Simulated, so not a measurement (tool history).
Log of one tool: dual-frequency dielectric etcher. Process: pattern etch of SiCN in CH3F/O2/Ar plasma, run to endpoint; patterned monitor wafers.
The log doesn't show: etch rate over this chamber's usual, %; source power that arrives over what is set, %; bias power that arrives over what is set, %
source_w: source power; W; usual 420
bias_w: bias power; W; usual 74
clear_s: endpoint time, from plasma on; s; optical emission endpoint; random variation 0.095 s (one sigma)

| run | hour | source_w | bias_w | wafers since the last listed run | hours since the last wet clean | hours since the last source power generator calibration | hours since the last bias power generator calibration | hours since the last upper electrode change | incoming incoming film thickness, nm | clear_s |
|---|---|---|---|---|---|---|---|---|---|---|
| 1 | 0.0 | 420 | 74 | 0 | 5.3 | 3970.8 | 3321.9 | 3203.3 | 12.60 | 31.6 |
| 2 | 28.9 | 420 | 74 | 449 | 34.2 | 3999.7 | 3350.8 | 3232.2 | 12.64 | 31.9 |
| 3 | 45.3 | 420 | 74 | 254 | 50.6 | 4016.1 | 3367.2 | 3248.6 | 12.62 | 32.0 |
| 4 | 61.8 | 420 | 87 | 256 | 67.1 | 4032.6 | 3383.7 | 3265.1 | 12.66 | 30.6 |
| 5 | 92.1 | 420 | 87 | 470 | 97.4 | 4062.9 | 3414.0 | 3295.4 | 12.57 | 30.4 |
| 6 | 120.6 | 420 | 87 | 442 | 125.9 | 4091.4 | 3442.5 | 3323.9 | 12.59 | 30.5 |
| 7 | 137.5 | 420 | 74 | 262 | 142.8 | 4108.3 | 3459.4 | 3340.8 | 12.68 | 32.5 |
| 8 | 167.9 | 420 | 74 | 472 | 173.2 | 4138.7 | 3489.8 | 3371.2 | 12.52 | 32.2 |
| 9 | 232.1 | 420 | 74 | 997 | 237.4 | 4202.9 | 3554.0 | 3435.4 | 12.57 | 32.5 |
| 10 | 260.8 | 420 | 74 | 446 | 266.1 | 4231.6 | 3582.7 | 3464.1 | 12.55 | 32.6 |
| 11 | 284.7 | 420 | 74 | 371 | 290.0 | 4255.5 | 3606.6 | 3488.0 | 12.62 | 32.9 |
|  | 306.9 | bias power generator calibrated |
|  | 329.1 | wet clean of the chamber |
|  | 335.8 | upper electrode replaced |
| 12 | 336.3 | 490 | 74 | 290 | 7.2 | 4307.1 | 29.4 | 0.5 | 12.65 | 30.4 |
| 13 | 339.7 | 490 | 74 | 52 | 10.6 | 4310.5 | 32.8 | 3.9 | 12.67 | 30.5 |
| 14 | 360.7 | 460 | 74 | 326 | 31.6 | 4331.5 | 53.8 | 24.9 | 12.62 | 30.9 |
| 15 | 391.6 | 460 | 74 | 480 | 62.5 | 4362.4 | 84.7 | 55.8 | 12.73 | 31.3 |
| 16 | 427.1 | 420 | 74 | 551 | 98.0 | 4397.9 | 120.2 | 91.3 | 12.52 | 31.7 |
| 17 | 451.6 | 340 | 66 | 380 | 122.5 | 4422.4 | 144.7 | 115.8 | 12.65 | 35.1 |
| 18 | 481.5 | 350 | 82 | 464 | 152.4 | 4452.3 | 174.6 | 145.7 | 12.57 | 32.8 |
| 19 | 516.1 | 420 | 74 | 537 | 187.0 | 4486.9 | 209.2 | 180.3 | 12.57 | 32.1 |
|  | 528.3 | source power generator calibrated |
| 20 | 545.3 | 420 | 65 | 391 | 216.2 | 17.0 | 238.4 | 209.5 | 12.61 | 33.7 |
| 21 | 564.4 | 420 | 67 | 296 | 235.3 | 36.1 | 257.5 | 228.6 | 12.64 | 33.4 |
| 22 | 577.7 | 490 | 87 | 206 | 248.6 | 49.4 | 270.8 | 241.9 | 12.60 | 29.6 |
| 23 | 596.7 | 420 | 74 | 295 | 267.6 | 68.4 | 289.8 | 260.9 | 12.54 | 32.4 |
| 24 | 613.0 | 470 | 74 | 253 | 283.9 | 84.7 | 306.1 | 277.2 | 12.52 | 31.2 |
| 25 | 648.4 | 510 | 84 | 550 | 319.3 | 120.1 | 341.5 | 312.6 | 12.59 | 29.7 |
| 26 | 681.9 | 420 | 74 | 520 | 352.8 | 153.6 | 375.0 | 346.1 | 12.53 | 32.5 |
| 27 | 703.0 | 420 | 86 | 327 | 373.9 | 174.7 | 396.1 | 367.2 | 12.66 | 31.6 |
|  | 740.7 | wet clean of the chamber |
| 28 | 741.2 | 420 | 74 | 220 | 0.5 | 212.9 | 434.3 | 405.4 | 12.56 | 31.6 |
| 29 | 754.1 | 460 | 60 | 200 | 13.4 | 225.8 | 447.2 | 418.3 | 12.59 | 32.6 |
| 30 | 768.5 | 420 | 74 | 223 | 27.8 | 240.2 | 461.6 | 432.7 | 12.57 | 31.6 |
| 31 | 790.2 | 490 | 58 | 337 | 49.5 | 261.9 | 483.3 | 454.4 | 12.62 | 32.8 |
| 32 | 818.1 | 420 | 60 | 433 | 77.4 | 289.8 | 511.2 | 482.3 | 12.85 | 34.5 |

The same runs without the tool's hidden state, with the same run-to-run variation:
| run | clear_s |
|---|---|
| 1 | 31.6 |
| 2 | 31.7 |
| 3 | 31.8 |
| 4 | 30.3 |
| 5 | 30.1 |
| 6 | 30.1 |
| 7 | 32.0 |
| 8 | 31.5 |
| 9 | 31.7 |
| 10 | 31.7 |
| 11 | 31.8 |
| 12 | 30.4 |
| 13 | 30.5 |
| 14 | 30.8 |
| 15 | 31.1 |
| 16 | 31.4 |
| 17 | 34.7 |
| 18 | 32.3 |
| 19 | 31.5 |
| 20 | 33.0 |
| 21 | 32.7 |
| 22 | 28.9 |
| 23 | 31.5 |
| 24 | 30.4 |
| 25 | 28.8 |
| 26 | 31.3 |
| 27 | 30.4 |
| 28 | 31.6 |
| 29 | 32.6 |
| 30 | 31.5 |
| 31 | 32.7 |
| 32 | 34.3 |
